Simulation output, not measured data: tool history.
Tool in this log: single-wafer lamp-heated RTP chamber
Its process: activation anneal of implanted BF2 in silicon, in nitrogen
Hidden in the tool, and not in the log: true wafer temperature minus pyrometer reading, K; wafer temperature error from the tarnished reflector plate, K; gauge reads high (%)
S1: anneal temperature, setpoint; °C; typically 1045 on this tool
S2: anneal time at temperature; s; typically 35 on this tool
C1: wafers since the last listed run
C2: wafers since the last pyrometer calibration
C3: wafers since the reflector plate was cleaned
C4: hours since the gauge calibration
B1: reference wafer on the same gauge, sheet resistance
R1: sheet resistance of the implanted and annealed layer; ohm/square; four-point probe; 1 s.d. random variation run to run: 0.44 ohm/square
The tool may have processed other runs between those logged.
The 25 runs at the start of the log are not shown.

run 26 hour=397.5 | S1=1045 S2=35 | C1=204 C2=974 C3=3406 C4=224.1 | B1=106.94 | R1=98.99
run 27 hour=404.9 | S1=1045 S2=21 | C1=88 C2=1063 C3=3495 C4=231.5 | B1=107.00 | R1=108.12
run 28 hour=420.0 | S1=1045 S2=41 | C1=181 C2=1244 C3=3676 C4=246.6 | B1=106.98 | R1=95.18
run 29 hour=427.7 | S1=1045 S2=35 | C1=92 C2=1337 C3=3769 C4=254.3 | B1=106.94 | R1=98.06
run 30 hour=445.0 | S1=1057 S2=49 | C1=207 C2=1545 C3=3977 C4=271.6 | B1=106.98 | R1=87.00
run 31 hour=460.2 | S1=1045 S2=35 | C1=182 C2=1727 C3=4160 C4=286.8 | B1=107.02 | R1=97.20
run 32 hour=475.3 | S1=1022 S2=40 | C1=181 C2=1909 C3=4341 C4=301.9 | B1=106.91 | R1=109.35
run 33 hour=482.9 | S1=1017 S2=35 | C1=91 C2=2000 C3=4432 C4=309.5 | B1=107.02 | R1=114.76
run 34 hour=499.3 | S1=1057 S2=41 | C1=197 C2=2197 C3=4629 C4=325.9 | B1=107.05 | R1=88.28
-- hour=519.4 pyrometer window cleaned and pyrometer calibrated
run 35 hour=519.9 | S1=1045 S2=21 | C1=151 C2=5 C3=4781 C4=346.5 | B1=106.96 | R1=111.02
run 36 hour=528.2 | S1=1034 S2=28 | C1=99 C2=105 C3=4881 C4=354.8 | B1=107.00 | R1=112.12

5 options for the next run, each taken on its own from the tool as it stands now. Forecast them:
run A hour=528.6 | S1=1045 S2=35 | C1=4 C2=110 C3=4885 C4=355.2 | B1=? | R1=?
run B hour=528.6 | S1=1034 S2=35 | C1=4 C2=110 C3=4885 C4=355.2 | B1=? | R1=?
run C hour=528.6 | S1=1065 S2=42 | C1=4 C2=110 C3=4885 C4=355.2 | B1=? | R1=?
run D hour=528.6 | S1=1045 S2=47 | C1=4 C2=110 C3=4885 C4=355.2 | B1=? | R1=?
run E hour=528.6 | S1=1054 S2=56 | C1=4 C2=110 C3=4885 C4=355.2 | B1=? | R1=?

run=A B1=107.00 R1=100.58
run=B B1=107.00 R1=107.35
run=C B1=107.00 R1=87.17
run=D B1=107.00 R1=95.36
run=E B1=107.00 R1=87.82
What these runs would have given with no unlogged condition in the tool:
run=A R1=101.33
run=B R1=108.18
run=C R1=87.73
run=D R1=96.07
run=E R1=88.39
